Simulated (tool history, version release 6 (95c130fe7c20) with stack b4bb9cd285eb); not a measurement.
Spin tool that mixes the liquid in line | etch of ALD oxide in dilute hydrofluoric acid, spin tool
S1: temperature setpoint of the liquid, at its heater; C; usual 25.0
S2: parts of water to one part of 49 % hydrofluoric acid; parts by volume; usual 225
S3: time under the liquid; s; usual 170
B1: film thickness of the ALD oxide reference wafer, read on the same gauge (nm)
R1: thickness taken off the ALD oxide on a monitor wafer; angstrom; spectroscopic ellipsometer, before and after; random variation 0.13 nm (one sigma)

{"run": 1, "hour": 0.0, "S1": 25.0, "S2": 225, "S3": 215, "B1": 99.99, "R1": 199.9}
{"run": 2, "hour": 8.4, "S1": 25.0, "S2": 225, "S3": 215, "B1": 100.01, "R1": 199.7}
{"run": 3, "hour": 24.7, "S1": 25.0, "S2": 225, "S3": 170, "B1": 100.02, "R1": 157.8}
{"run": 4, "hour": 40.6, "S1": 25.0, "S2": 225, "S3": 170, "B1": 99.98, "R1": 158.3}
{"run": 5, "hour": 47.4, "S1": 25.0, "S2": 225, "S3": 170, "B1": 100.01, "R1": 157.3}
{"run": 6, "hour": 61.4, "S1": 22.5, "S2": 275, "S3": 170, "B1": 100.01, "R1": 112.9}
{"run": 7, "hour": 77.5, "S1": 22.5, "S2": 275, "S3": 170, "B1": 100.0, "R1": 112.7}
{"run": 8, "hour": 94.7, "S1": 25.0, "S2": 165, "S3": 170, "B1": 100.0, "R1": 227.4}
{"hour": 96.6, "done": "thermometer replaced"}
{"run": 9, "hour": 107.7, "S1": 23.5, "S2": 225, "S3": 245, "B1": 100.0, "R1": 234.7}
{"hour": 122.6, "done": "hydrofluoric acid flow meter replaced"}
{"run": 10, "hour": 123.5, "S1": 29.0, "S2": 335, "S3": 135, "B1": 99.98, "R1": 93.5}
{"run": 11, "hour": 139.5, "S1": 23.0, "S2": 225, "S3": 255, "B1": 100.0, "R1": 239.8}
{"run": 12, "hour": 155.3, "S1": 26.5, "S2": 225, "S3": 170, "B1": 100.0, "R1": 178.6}
{"run": 13, "hour": 165.4, "S1": 25.0, "S2": 325, "S3": 90, "B1": 100.0, "R1": 56.5}
{"run": 14, "hour": 181.3, "S1": 25.0, "S2": 225, "S3": 170, "B1": 99.99, "R1": 168.8}
{"run": 15, "hour": 192.7, "S1": 21.5, "S2": 150, "S3": 265, "B1": 99.98, "R1": 372.3}
{"hour": 205.2, "done": "gauge calibrated"}
{"run": 16, "hour": 209.9, "S1": 27.0, "S2": 115, "S3": 75, "B1": 99.99, "R1": 180.2}
{"run": 17, "hour": 221.2, "S1": 27.5, "S2": 145, "S3": 170, "B1": 100.0, "R1": 314.7}
{"run": 18, "hour": 266.9, "S1": 29.0, "S2": 275, "S3": 125, "B1": 99.99, "R1": 110.9}

The same runs without the tool's hidden state, with the same run-to-run variation:
The hidden state here: liquid colder than its thermometer reads (K); hydrofluoric acid flow above the setpoint (%); gauge reads high (%).
run=1 R1=217.7
run=2 R1=217.8
run=3 R1=172.5
run=4 R1=173.5
run=5 R1=172.7
run=6 R1=124.1
run=7 R1=124.3
run=8 R1=252.4
run=9 R1=235.1
run=10 R1=93.9
run=11 R1=241.5
run=12 R1=180.3
run=13 R1=57.1
run=14 R1=171.1
run=15 R1=378.5
run=16 R1=183.6
run=17 R1=321.1
run=18 R1=113.7

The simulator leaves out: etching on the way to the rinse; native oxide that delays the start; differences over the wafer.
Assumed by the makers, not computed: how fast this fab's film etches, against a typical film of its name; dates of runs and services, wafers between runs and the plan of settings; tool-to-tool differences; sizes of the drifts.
